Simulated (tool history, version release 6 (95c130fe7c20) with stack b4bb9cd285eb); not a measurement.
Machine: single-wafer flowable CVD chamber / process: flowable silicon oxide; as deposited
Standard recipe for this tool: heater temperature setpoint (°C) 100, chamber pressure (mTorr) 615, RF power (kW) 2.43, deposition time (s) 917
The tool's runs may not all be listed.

run     day  heater temperature setpoint (°C)  chamber pressure (mTorr)  RF power (kW)  deposition time (s)  read-back reference wafer on the same gauge, thickness_nm  mean film thickness on the monitor wafer (nm)
  1       0                               100                       648           2.43                  917                                                    330.195                                        409.275
  2   0.612                               100                       648           2.43                  917                                                     329.83                                        408.064
  3   1.346                               100                       648           2.43                  917                                                    329.955                                        406.661
  4   2.933                               100                       615           2.43                  917                                                    330.043                                         387.35
      3.742  -- RF generator calibrated
  5   3.762                               100                       615           2.43                  917                                                    330.079                                        387.312
  6   4.171                               100                       615           2.43                  917                                                     329.91                                        387.991
  7   4.729                               100                       615           2.43                  917                                                    329.824                                        387.211
  8   5.217                               111                       615           2.43                 1001                                                    329.836                                        281.415
  9   5.571                               111                       615           2.43                 1001                                                    330.093                                        280.584
        5.7  -- gauge calibrated
 10   5.975                               111                       615           2.43                 1001                                                    329.863                                        282.671
 11   6.525                               100                       615           2.25                  917                                                    330.141                                        382.006
 12   7.171                               100                       684           2.43                  917                                                    329.849                                        430.724
 13   7.533                               100                       692           2.43                  917                                                    330.252                                        433.848
 14   8.012                               100                       615           2.13                  802                                                     330.09                                        330.552
 15   8.296                               100                       672           2.79                  917                                                    330.123                                        430.643
      8.729  -- showerhead replaced
 16    8.75                               100                       648           2.43                  917                                                    330.005                                        408.085
      9.204  -- thermocouple changed; heater temperature recalibrated
      9.458  -- capacitance manometer re-zeroed and calibrated
 17   9.479                               100                       615           2.43                  917                                                     329.87                                        394.435
 18    9.75                               110                       615           2.43                  917                                                    330.068                                        270.144
 19  10.462                               100                       615           2.43                  917                                                    329.995                                        394.581
 20  11.067                               100                       615           2.43                  917                                                    330.158                                        395.727
 21  11.354                               105                       479          2.695                 1024                                                    329.946                                        288.401
 22  12.062                               100                       477           2.81                 1086                                                    330.146                                        370.847
 23  12.596                                96                       615          2.595                  917                                                    329.953                                        464.237
 24  12.975                               100                       615           2.43                 1032                                                    330.262                                        443.273
 25  13.512                               110                       615           2.43                 1098                                                    330.217                                        323.783
 26  13.979                               111                       524          2.605                  917                                                    330.083                                        225.173
 27  14.567                               100                       615           2.43                  917                                                    330.037                                        394.449
 28  14.946                               100                       615           2.43                  917                                                    329.864                                        393.635
 29  15.367                               100                       496           2.43                  917                                                    329.967                                        318.461

Each run again, without the hidden state but with its own random variation kept:
The tool's hidden condition here consists of: wafer temperature above the value expected at the setpoint (K); delivered RF power above the setpoint (%); true pressure above the setpoint (%); gauge reads high (%).
run  mean film thickness on the monitor wafer (nm)
  1                                        422.348
  2                                        421.198
  3                                        419.869
  4                                        400.164
  5                                        400.254
  6                                         401.02
  7                                        400.302
  8                                        288.879
  9                                        288.052
 10                                        290.227
 11                                          395.2
 12                                         445.73
 13                                        449.027
 14                                        342.171
 15                                        445.845
 16                                        422.567
 17                                        400.575
 18                                         274.33
 19                                        400.725
 20                                        401.889
 21                                        292.885
 22                                        376.624
 23                                        471.454
 24                                        450.179
 25                                        328.802
 26                                        228.662
 27                                        400.598
 28                                        399.772
 29                                        323.426
